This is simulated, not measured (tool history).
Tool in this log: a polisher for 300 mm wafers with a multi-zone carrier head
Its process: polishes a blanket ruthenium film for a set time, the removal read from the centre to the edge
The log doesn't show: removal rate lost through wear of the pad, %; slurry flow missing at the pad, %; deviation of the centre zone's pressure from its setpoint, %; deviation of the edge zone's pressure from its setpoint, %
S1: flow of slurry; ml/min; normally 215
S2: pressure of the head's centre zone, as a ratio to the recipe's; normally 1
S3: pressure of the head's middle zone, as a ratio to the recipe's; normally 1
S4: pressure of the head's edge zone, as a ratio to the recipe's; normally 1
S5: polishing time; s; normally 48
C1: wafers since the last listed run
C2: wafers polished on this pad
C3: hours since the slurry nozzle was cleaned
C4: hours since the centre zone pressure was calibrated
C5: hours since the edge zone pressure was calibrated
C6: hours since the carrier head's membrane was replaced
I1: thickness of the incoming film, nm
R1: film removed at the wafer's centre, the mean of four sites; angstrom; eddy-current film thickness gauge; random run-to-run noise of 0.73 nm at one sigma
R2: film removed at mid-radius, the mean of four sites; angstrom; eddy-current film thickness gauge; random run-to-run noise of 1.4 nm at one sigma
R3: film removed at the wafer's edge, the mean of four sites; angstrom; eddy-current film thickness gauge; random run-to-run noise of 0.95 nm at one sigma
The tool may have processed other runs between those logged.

| run | day | S1 | S2 | S3 | S4 | S5 | C1 | C2 | C3 | C4 | C5 | C6 | I1 | R1 | R2 | R3 |
|---|---|---|---|---|---|---|---|---|---|---|---|---|---|---|---|---|
| 1 | 0 | 215 | 1.06 | 0.94 | 1 | 48 | 0 | 1086 | 494.1 | 750.2 | 527.6 | 850.7 | 461.4 | 1141 | 904 | 925 |
| 2 | 0.517 | 215 | 0.93 | 1 | 1 | 48 | 121 | 1207 | 506.5 | 762.6 | 540 | 863.1 | 459.6 | 992 | 929 | 937 |
|  | 1.238 | worn pad replaced by a new one |
| 3 | 1.258 | 215 | 1 | 1 | 1 | 48 | 135 | 4 | 524.3 | 780.4 | 557.8 | 880.9 | 459.9 | 1082 | 940 | 925 |
| 4 | 1.562 | 215 | 1 | 1 | 1 | 48 | 71 | 76 | 531.6 | 787.7 | 565.1 | 888.2 | 455.2 | 1071 | 911 | 923 |
| 5 | 2.071 | 215 | 1.03 | 1 | 1 | 57 | 119 | 196 | 543.8 | 799.9 | 577.3 | 900.4 | 463.3 | 1304 | 1106 | 1114 |
| 6 | 2.488 | 215 | 1.03 | 1 | 1 | 57 | 98 | 294 | 553.8 | 809.9 | 587.3 | 910.4 | 461.8 | 1311 | 1101 | 1108 |
| 7 | 2.892 | 215 | 1.03 | 1 | 1 | 57 | 95 | 389 | 563.5 | 819.6 | 597 | 920.1 | 461.9 | 1318 | 1097 | 1095 |
|  | 3.4 | centre zone pressure recalibrated |
| 8 | 3.483 | 215 | 1 | 1 | 1 | 48 | 119 | 509 | 577.7 | 2 | 611.2 | 934.3 | 458.2 | 934 | 936 | 908 |
|  | 3.746 | carrier head's membrane replaced by a new one |
| 9 | 4.083 | 280 | 0.93 | 1.05 | 1.03 | 48 | 92 | 601 | 592.1 | 16.4 | 625.6 | 8.1 | 460.6 | 904 | 995 | 969 |
| 10 | 4.654 | 215 | 1 | 1 | 1 | 48 | 134 | 735 | 605.8 | 30.1 | 639.3 | 21.8 | 462.5 | 947 | 941 | 947 |
|  | 4.833 | edge zone pressure recalibrated |
|  | 5.375 | slurry nozzle cleaned |
| 11 | 5.392 | 215 | 1.04 | 1 | 1.07 | 48 | 144 | 880 | 0.4 | 47.8 | 13.4 | 39.5 | 459 | 980 | 915 | 956 |
| 12 | 5.862 | 255 | 1.05 | 1.06 | 1 | 48 | 110 | 991 | 11.7 | 59.1 | 24.7 | 50.8 | 462.9 | 1008 | 988 | 955 |
| 13 | 6.504 | 180 | 1 | 1 | 1 | 48 | 151 | 1142 | 27.1 | 74.5 | 40.1 | 66.2 | 453.9 | 918 | 918 | 901 |
|  | 6.771 | worn pad replaced by a new one |
| 14 | 6.971 | 175 | 1 | 1.1 | 1 | 56 | 70 | 47 | 38.3 | 85.7 | 51.3 | 77.4 | 467.8 | 1062 | 1140 | 1074 |
| 15 | 7.233 | 170 | 1.08 | 0.92 | 0.88 | 48 | 61 | 109 | 44.6 | 92 | 57.6 | 83.7 | 460.1 | 988 | 826 | 852 |
| 16 | 7.975 | 280 | 0.93 | 1.05 | 1.03 | 48 | 174 | 283 | 62.4 | 109.8 | 75.4 | 101.5 | 459.8 | 930 | 978 | 956 |
| 17 | 9.671 | 215 | 0.89 | 1 | 1.06 | 33 | 399 | 683 | 103.1 | 150.5 | 116.1 | 142.2 | 460 | 595 | 653 | 661 |

Alternative continuations, all from the tool just after run 17; predict every row:
| A | 9.688 | 245 | 1 | 1 | 1 | 48 | 3 | 687 | 103.5 | 150.9 | 116.5 | 142.6 | 463.9 | ? | ? | ? |
| B | 9.688 | 145 | 1 | 0.89 | 1 | 48 | 3 | 687 | 103.5 | 150.9 | 116.5 | 142.6 | 463.9 | ? | ? | ? |
| C | 9.688 | 215 | 0.88 | 1 | 1 | 48 | 3 | 687 | 103.5 | 150.9 | 116.5 | 142.6 | 463.9 | ? | ? | ? |
| D | 9.688 | 235 | 1 | 1 | 1 | 48 | 3 | 687 | 103.5 | 150.9 | 116.5 | 142.6 | 463.9 | ? | ? | ? |

| run | R1 | R2 | R3 |
|---|---|---|---|
| A | 978 | 960 | 950 |
| B | 881 | 794 | 889 |
| C | 843 | 943 | 937 |
| D | 972 | 955 | 946 |
With no hidden state in the tool, these same runs would have given:
| run | R1 | R2 | R3 |
|---|---|---|---|
| A | 969 | 960 | 950 |
| B | 873 | 794 | 889 |
| C | 835 | 944 | 937 |
| D | 964 | 955 | 946 |

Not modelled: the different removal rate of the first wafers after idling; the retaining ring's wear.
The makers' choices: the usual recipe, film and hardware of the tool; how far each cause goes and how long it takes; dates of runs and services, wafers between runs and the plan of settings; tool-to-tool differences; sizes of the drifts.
